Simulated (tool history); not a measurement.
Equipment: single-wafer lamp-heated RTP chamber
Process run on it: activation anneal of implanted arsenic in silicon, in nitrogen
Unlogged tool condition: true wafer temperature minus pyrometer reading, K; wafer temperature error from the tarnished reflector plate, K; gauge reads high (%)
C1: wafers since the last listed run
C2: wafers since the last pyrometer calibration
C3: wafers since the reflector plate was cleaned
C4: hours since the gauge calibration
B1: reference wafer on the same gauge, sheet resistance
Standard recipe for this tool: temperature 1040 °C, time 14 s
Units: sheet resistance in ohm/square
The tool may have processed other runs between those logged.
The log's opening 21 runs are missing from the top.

Run 22, day 20.154: usual settings; C1 629; C2 1441; C3 1231; C4 597.2; B1 285.17. Result: sheet resistance 259.23 ohm/square.
Run 23, day 21.233: usual settings but time 16 s; C1 463; C2 1904; C3 1694; C4 623.1; B1 285.14. Result: sheet resistance 258.48 ohm/square.
At day 21.508: gauge calibrated.
Run 24, day 22.704: usual settings but temperature 1019 °C, time 9 s; C1 631; C2 2536; C3 2326; C4 28.7; B1 284.99. Result: sheet resistance 270.83 ohm/square.
Run 25, day 24.175: usual settings but temperature 1064 °C, time 6 s; C1 631; C2 3167; C3 2957; C4 64; B1 285.21. Result: sheet resistance 263.29 ohm/square.
At day 24.571: pyrometer window cleaned and pyrometer calibrated.
At day 24.608: reflector plate cleaned.
Run 26, day 24.962: usual settings but temperature 1048 °C, time 11 s; C1 179; C2 152; C3 152; C4 82.9; B1 284.83. Result: sheet resistance 261 ohm/square.
Run 27, day 26.154: usual settings but time 20 s; C1 511; C2 664; C3 664; C4 111.5; B1 284.84. Result: sheet resistance 255.66 ohm/square.
Run 28, day 27.279: usual settings but temperature 1016 °C, time 22 s; C1 482; C2 1147; C3 1147; C4 138.5; B1 285.28. Result: sheet resistance 261.3 ohm/square.
Run 29, day 27.8: usual settings but temperature 1027 °C, time 9 s; C1 223; C2 1370; C3 1370; C4 151; B1 285.4. Result: sheet resistance 268.89 ohm/square.
Run 30, day 29.05: usual settings but temperature 1029 °C, time 12 s; C1 536; C2 1907; C3 1907; C4 181; B1 285.26. Result: sheet resistance 265.36 ohm/square.
Run 31, day 29.767: usual settings; C1 307; C2 2214; C3 2214; C4 198.2; B1 285.08. Result: sheet resistance 259.64 ohm/square.
At day 32.842: pyrometer window cleaned and pyrometer calibrated.
At day 33.1: reflector plate cleaned.
Run 32, day 33.121: usual settings; C1 1185; C2 8; C3 8; C4 278.7; B1 285.2. Result: sheet resistance 260.38 ohm/square.
Run 33, day 34.121: usual settings but temperature 1016 °C, time 21 s; C1 429; C2 437; C3 437; C4 302.7; B1 285.15. Result: sheet resistance 262.16 ohm/square.

Branching from run 33: 5 alternative next runs. What would each branch give?
Run A, day 34.138: usual settings; C1 7; C2 444; C3 444; C4 303.1; B1 ?. Result: sheet resistance ?.
Run B, day 34.138: usual settings but temperature 1031 °C; C1 7; C2 444; C3 444; C4 303.1; B1 ?. Result: sheet resistance ?.
Run C, day 34.138: usual settings but temperature 1019 °C, time 10 s; C1 7; C2 444; C3 444; C4 303.1; B1 ?. Result: sheet resistance ?.
Run D, day 34.138: usual settings but temperature 1016 °C, time 11 s; C1 7; C2 444; C3 444; C4 303.1; B1 ?. Result: sheet resistance ?.
Run E, day 34.138: usual settings but temperature 1014 °C, time 18 s; C1 7; C2 444; C3 444; C4 303.1; B1 ?. Result: sheet resistance ?.

run      B1  sheet resistance
  A  284.99            259.58
  B  284.99            262.08
  C  284.99            268.81
  D  284.99            268.47
  E  284.99            263.58
Had the tool no hidden state, the same runs would have come out as:
run  sheet resistance
  A            259.71
  B             262.2
  C             268.9
  D            268.57
  E             263.7

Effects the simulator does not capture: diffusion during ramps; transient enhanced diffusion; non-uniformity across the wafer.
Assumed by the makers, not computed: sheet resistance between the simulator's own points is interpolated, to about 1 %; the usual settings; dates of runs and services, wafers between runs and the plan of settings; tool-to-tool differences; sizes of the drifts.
